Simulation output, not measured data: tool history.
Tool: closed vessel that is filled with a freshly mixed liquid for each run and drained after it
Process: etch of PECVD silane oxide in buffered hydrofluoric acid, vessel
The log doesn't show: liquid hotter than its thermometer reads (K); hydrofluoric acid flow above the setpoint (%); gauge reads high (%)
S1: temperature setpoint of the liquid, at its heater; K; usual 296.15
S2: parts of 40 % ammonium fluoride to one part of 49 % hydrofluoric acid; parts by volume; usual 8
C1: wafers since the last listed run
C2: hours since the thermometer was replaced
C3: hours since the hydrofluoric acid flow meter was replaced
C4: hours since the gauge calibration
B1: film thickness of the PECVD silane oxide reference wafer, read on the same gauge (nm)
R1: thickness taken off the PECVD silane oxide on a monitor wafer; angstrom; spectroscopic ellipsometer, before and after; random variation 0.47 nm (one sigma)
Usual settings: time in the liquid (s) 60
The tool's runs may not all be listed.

Run 1, day 0: usual settings; C1 0; C2 483.5; C3 887.4; C4 143.8; B1 60.03. Result: R1 1078.5 angstrom.
Run 2, day 1.3: usual settings; C1 4418; C2 514.7; C3 918.6; C4 175; B1 60. Result: R1 1088.2 angstrom.
Run 3, day 1.892: usual settings but S1 299.15 K; C1 2011; C2 528.9; C3 932.8; C4 189.2; B1 60. Result: R1 1283.3 angstrom.
Run 4, day 2.762: usual settings but S1 299.15 K; C1 2959; C2 549.8; C3 953.7; C4 210.1; B1 60. Result: R1 1275.5 angstrom.
Run 5, day 3.45: usual settings; C1 2336; C2 566.3; C3 970.2; C4 226.6; B1 60.02. Result: R1 1092 angstrom.
Run 6, day 4.317: usual settings; C1 2945; C2 587.1; C3 991; C4 247.4; B1 60.01. Result: R1 1094.5 angstrom.
Run 7, day 8.179: usual settings; C1 13128; C2 679.8; C3 1083.7; C4 340.1; B1 60. Result: R1 1098.2 angstrom.
Run 8, day 9.483: usual settings; C1 4432; C2 711.1; C3 1115; C4 371.4; B1 59.99. Result: R1 1096.6 angstrom.
Run 9, day 10.083: usual settings; C1 2039; C2 725.5; C3 1129.4; C4 385.8; B1 59.99. Result: R1 1098.9 angstrom.
Run 10, day 10.829: usual settings; C1 2535; C2 743.4; C3 1147.3; C4 403.7; B1 60. Result: R1 1109.9 angstrom.
Run 11, day 11.792: usual settings but S1 298.15 K; C1 3271; C2 766.5; C3 1170.4; C4 426.8; B1 60. Result: R1 1233.8 angstrom.
Run 12, day 12.95: usual settings but S1 298.15 K; C1 3937; C2 794.3; C3 1198.2; C4 454.6; B1 60.01. Result: R1 1229.1 angstrom.
Run 13, day 14.608: usual settings; C1 5636; C2 834.1; C3 1238; C4 494.4; B1 60.01. Result: R1 1105.1 angstrom.
Run 14, day 15.475: usual settings; C1 2945; C2 854.9; C3 1258.8; C4 515.2; B1 60.01. Result: R1 1109.1 angstrom.
Run 15, day 16.696: usual settings but S1 294.65 K, S2 5.5 parts by volume; C1 4149; C2 884.2; C3 1288.1; C4 544.5; B1 60.02. Result: R1 1430 angstrom.
Run 16, day 17.283: usual settings; C1 1996; C2 898.3; C3 1302.2; C4 558.6; B1 59.99. Result: R1 1105.2 angstrom.
At day 17.342: hydrofluoric acid flow meter replaced.
At day 17.446: thermometer replaced.
Run 17, day 18.567: usual settings but S1 298.65 K, time in the liquid (s) 75; C1 4078; C2 26.9; C3 29.4; C4 589.4; B1 60. Result: R1 1460.2 angstrom.
At day 18.958: gauge calibrated.
Run 18, day 19.358: usual settings but time in the liquid (s) 50; C1 2690; C2 45.9; C3 48.4; C4 9.6; B1 60.01. Result: R1 847.9 angstrom.
Run 19, day 20.425: usual settings but S1 292.65 K, S2 6.5 parts by volume; C1 3625; C2 71.5; C3 74; C4 35.2; B1 60.01. Result: R1 1026.7 angstrom.
Run 20, day 21.854: usual settings; C1 4857; C2 105.8; C3 108.3; C4 69.5; B1 59.99. Result: R1 1015.9 angstrom.
Run 21, day 23.192: usual settings but S2 6 parts by volume, time in the liquid (s) 80; C1 4546; C2 137.9; C3 140.4; C4 101.6; B1 60. Result: R1 1780 angstrom.
Run 22, day 24.638: usual settings but time in the liquid (s) 40; C1 4914; C2 172.6; C3 175.1; C4 136.3; B1 60.01. Result: R1 680.3 angstrom.
Run 23, day 25.154: usual settings but S1 299.65 K, S2 5 parts by volume, time in the liquid (s) 30; C1 1756; C2 185; C3 187.5; C4 148.7; B1 59.99. Result: R1 948.8 angstrom.
Run 24, day 26.042: usual settings but S2 10 parts by volume; C1 3016; C2 206.3; C3 208.8; C4 170; B1 60.01. Result: R1 835.7 angstrom.
Run 25, day 27.521: usual settings but S2 10 parts by volume, time in the liquid (s) 30; C1 5027; C2 241.8; C3 244.3; C4 205.5; B1 59.99. Result: R1 418.9 angstrom.
Run 26, day 28.504: usual settings; C1 3342; C2 265.4; C3 267.9; C4 229.1; B1 60. Result: R1 1032.1 angstrom.
Run 27, day 29.483: usual settings but S1 292.15 K, S2 10 parts by volume, time in the liquid (s) 50; C1 3328; C2 288.9; C3 291.4; C4 252.6; B1 59.99. Result: R1 563.7 angstrom.
Run 28, day 30.7: usual settings; C1 4135; C2 318.1; C3 320.6; C4 281.8; B1 60. Result: R1 1038.4 angstrom.

Hidden state at the last listed run before each entry between runs and at the first one after, where it differs:
Between runs 16 and 17: hydrofluoric acid flow meter replaced (day 17.342); thermometer replaced (day 17.446)
  hydrofluoric acid flow above the setpoint (%): 10.4 -> 0.967
  measured less the result without the state, R1: +112.3 -> +15.2 angstrom
Between runs 17 and 18: gauge calibrated (day 18.958)
  hydrofluoric acid flow above the setpoint (%): 0.967 -> 1.1
  measured less the result without the state, R1: +15.2 -> +10 angstrom

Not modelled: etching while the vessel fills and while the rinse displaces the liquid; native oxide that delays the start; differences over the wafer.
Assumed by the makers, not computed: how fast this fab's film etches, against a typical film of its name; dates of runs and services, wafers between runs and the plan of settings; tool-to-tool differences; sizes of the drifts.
